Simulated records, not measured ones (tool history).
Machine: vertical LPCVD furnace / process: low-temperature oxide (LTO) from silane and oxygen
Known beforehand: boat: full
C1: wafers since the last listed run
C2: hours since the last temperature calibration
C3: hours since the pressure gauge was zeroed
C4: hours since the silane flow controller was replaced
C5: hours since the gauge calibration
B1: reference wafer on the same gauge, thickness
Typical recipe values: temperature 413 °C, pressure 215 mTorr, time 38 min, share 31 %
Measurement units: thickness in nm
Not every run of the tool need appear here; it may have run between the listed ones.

Run 1, hour 0: usual settings; C1 0; C2 5012.7; C3 2304.1; C4 3283.9; C5 501.7; B1 257.93. Result: thickness 282.25 nm.
Run 2, hour 10.6: usual settings; C1 221; C2 5023.3; C3 2314.7; C4 3294.5; C5 512.3; B1 258.06. Result: thickness 283.31 nm.
At hour 13.6: gauge calibrated.
At hour 36.7: silane flow controller replaced.
Run 3, hour 37.2: usual settings; C1 54; C2 5049.9; C3 2341.3; C4 0.5; C5 23.6; B1 258. Result: thickness 298.09 nm.
Run 4, hour 41: usual settings; C1 79; C2 5053.7; C3 2345.1; C4 4.3; C5 27.4; B1 257.82. Result: thickness 298.07 nm.
At hour 76.3: thermocouples replaced and temperature profile calibrated.
Run 5, hour 76.8: usual settings but temperature 408 °C; C1 246; C2 0.5; C3 2380.9; C4 40.1; C5 63.2; B1 257.97. Result: thickness 281.3 nm.
Run 6, hour 80.6: usual settings but temperature 408 °C; C1 79; C2 4.3; C3 2384.7; C4 43.9; C5 67; B1 257.99. Result: thickness 281.76 nm.
Run 7, hour 84.4: usual settings but temperature 408 °C; C1 79; C2 8.1; C3 2388.5; C4 47.7; C5 70.8; B1 258.05. Result: thickness 282.06 nm.
Run 8, hour 93.2: usual settings but pressure 240 mTorr; C1 183; C2 16.9; C3 2397.3; C4 56.5; C5 79.6; B1 257.94. Result: thickness 332.14 nm.
Run 9, hour 99.8: usual settings; C1 137; C2 23.5; C3 2403.9; C4 63.1; C5 86.2; B1 258.07. Result: thickness 299.17 nm.
Run 10, hour 112.3: usual settings; C1 260; C2 36; C3 2416.4; C4 75.6; C5 98.7; B1 257.96. Result: thickness 299.49 nm.
Run 11, hour 127.9: usual settings; C1 325; C2 51.6; C3 2432; C4 91.2; C5 114.3; B1 257.94. Result: thickness 297.95 nm.
At hour 153.9: pressure gauge zeroed.
Run 12, hour 154.4: usual settings; C1 52; C2 78.1; C3 0.5; C4 117.7; C5 140.8; B1 257.99. Result: thickness 284.64 nm.
Run 13, hour 158.2: usual settings but temperature 407 °C; C1 79; C2 81.9; C3 4.3; C4 121.5; C5 144.6; B1 257.94. Result: thickness 266.48 nm.
Run 14, hour 161.9: usual settings but time 49.5 min; C1 77; C2 85.6; C3 8; C4 125.2; C5 148.3; B1 257.93. Result: thickness 372.01 nm.
Run 15, hour 168.5: usual settings; C1 137; C2 92.2; C3 14.6; C4 131.8; C5 154.9; B1 258.08. Result: thickness 285.33 nm.
Run 16, hour 182.6: usual settings but time 32.5 min, share 36 %; C1 294; C2 106.3; C3 28.7; C4 145.9; C5 169; B1 258.07. Result: thickness 298.04 nm.
Run 17, hour 189.8: usual settings but time 45 min; C1 150; C2 113.5; C3 35.9; C4 153.1; C5 176.2; B1 258.01. Result: thickness 336.43 nm.
Run 18, hour 207.2: usual settings but pressure 195 mTorr, share 29 %; C1 362; C2 130.9; C3 53.3; C4 170.5; C5 193.6; B1 258.01. Result: thickness 235.43 nm.
Run 19, hour 223.1: usual settings; C1 331; C2 146.8; C3 69.2; C4 186.4; C5 209.5; B1 258.1. Result: thickness 283.96 nm.
Run 20, hour 233.7: usual settings but temperature 417 °C, share 29 %; C1 221; C2 157.4; C3 79.8; C4 197; C5 220.1; B1 257.85. Result: thickness 271.21 nm.
Run 21, hour 249.6: usual settings but time 45.5 min, share 27 %; C1 331; C2 173.3; C3 95.7; C4 212.9; C5 236; B1 257.94. Result: thickness 277.98 nm.
Run 22, hour 262.6: usual settings but share 26 %; C1 271; C2 186.3; C3 108.7; C4 225.9; C5 249; B1 257.94. Result: thickness 219.79 nm.
Run 23, hour 275: usual settings but time 25.5 min; C1 258; C2 198.7; C3 121.1; C4 238.3; C5 261.4; B1 257.94. Result: thickness 191.51 nm.
Run 24, hour 291.5: usual settings; C1 344; C2 215.2; C3 137.6; C4 254.8; C5 277.9; B1 257.94. Result: thickness 284.94 nm.
Run 25, hour 301: usual settings but temperature 409 °C, time 44.5 min, share 29 %; C1 198; C2 224.7; C3 147.1; C4 264.3; C5 287.4; B1 257.89. Result: thickness 289.3 nm.
Run 26, hour 310.7: usual settings; C1 202; C2 234.4; C3 156.8; C4 274; C5 297.1; B1 258. Result: thickness 285.67 nm.
Run 27, hour 326.5: usual settings but pressure 230 mTorr, share 26 %; C1 329; C2 250.2; C3 172.6; C4 289.8; C5 312.9; B1 258.03. Result: thickness 234.41 nm.
Run 28, hour 334.4: usual settings; C1 164; C2 258.1; C3 180.5; C4 297.7; C5 320.8; B1 257.88. Result: thickness 284.71 nm.
Run 29, hour 347.4: usual settings but pressure 250 mTorr; C1 271; C2 271.1; C3 193.5; C4 310.7; C5 333.8; B1 257.93. Result: thickness 330.84 nm.
Run 30, hour 356.4: usual settings but pressure 170 mTorr; C1 187; C2 280.1; C3 202.5; C4 319.7; C5 342.8; B1 257.99. Result: thickness 225.18 nm.
Run 31, hour 370.3: usual settings but temperature 421 °C, pressure 240 mTorr, time 48.5 min, share 26 %; C1 289; C2 294; C3 216.4; C4 333.6; C5 356.7; B1 257.95. Result: thickness 343.61 nm.

Forecast each of these 4 alternatives for the next run:
Run A, hour 374.2: usual settings; C1 81; C2 297.9; C3 220.3; C4 337.5; C5 360.6; B1 ?. Result: thickness ?.
Run B, hour 374.2: usual settings but temperature 420 °C, pressure 260 mTorr, time 50 min, share 34 %; C1 81; C2 297.9; C3 220.3; C4 337.5; C5 360.6; B1 ?. Result: thickness ?.
Run C, hour 374.2: usual settings but temperature 401 °C; C1 81; C2 297.9; C3 220.3; C4 337.5; C5 360.6; B1 ?. Result: thickness ?.
Run D, hour 374.2: usual settings but temperature 417 °C, pressure 195 mTorr; C1 81; C2 297.9; C3 220.3; C4 337.5; C5 360.6; B1 ?. Result: thickness ?.

run      B1  thickness
  A  257.92     284.99
  B  257.92     555.13
  C  257.92      248.2
  D  257.92      270.4
Stripped of hidden state, with their random variation kept, the same runs would have yielded:
run  thickness
  A     286.41
  B     557.71
  C     249.48
  D     271.63
